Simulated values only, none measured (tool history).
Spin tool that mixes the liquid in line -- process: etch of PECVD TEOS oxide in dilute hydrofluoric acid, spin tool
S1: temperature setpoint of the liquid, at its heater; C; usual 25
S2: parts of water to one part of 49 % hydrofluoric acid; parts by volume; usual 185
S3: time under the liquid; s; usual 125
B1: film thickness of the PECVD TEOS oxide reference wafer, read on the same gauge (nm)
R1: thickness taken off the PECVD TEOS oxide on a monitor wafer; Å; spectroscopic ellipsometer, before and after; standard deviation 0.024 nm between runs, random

run	hour	S1	S2	S3	B1	R1
1	0	25	185	125	110.05	83
2	14.5	25	185	125	110.02	83.1
3	25	25	185	125	110	83.1
4	41.4	25	185	125	109.99	83.8
5	59.1	25	185	125	110	83.8
6	70.4	27.5	185	125	109.99	92
7	78.9	27.5	185	125	110.02	91.7
8	92.1	27.5	185	125	110	91.8
# hour 105.2: hydrofluoric acid flow meter replaced
9	107.1	25	185	125	110	78
10	124.6	25	185	125	110	78.3
11	142.3	25	250	125	110.01	54.3
12	154.3	25	185	75	110.02	47.3
# hour 168.2: gauge calibrated
13	193.5	25	185	125	110.02	79.1
14	201.5	25	185	180	110.01	114
15	219.3	25	185	95	109.97	60.6
16	233.9	29	130	190	110.01	213.7
# hour 235.8: thermometer replaced
17	276.2	25	185	85	110	54.5
18	282.5	25	275	125	110.01	49.1
19	295.4	25	185	125	109.97	79.8
20	313.1	25	185	125	110.01	80.7

Pick out some run-to-run changes in R1. Of each, how much would a tool without hidden state show as well, from the settings, what came in and chance, and how much is left for the hidden state and any gauge scatter not in both results compared?
The hidden state here: liquid colder than its thermometer reads (K); hydrofluoric acid flow above the setpoint (%); gauge reads high (%).
Run 8 -> 9: S1 27.5 -> 25, hydrofluoric acid flow meter replaced. R1 -13.8 Å: hidden state -6.4, all else -7.4.
Run 15 -> 16: S1 25 -> 29, S2 185 -> 130, S3 95 -> 190. R1 +153.1 Å: hidden state +2.9, all else +150.2.
Run 16 -> 17: S1 29 -> 25, S2 130 -> 185, S3 190 -> 85, thermometer replaced. R1 -159.2 Å: hidden state -2.6, all else -156.6.
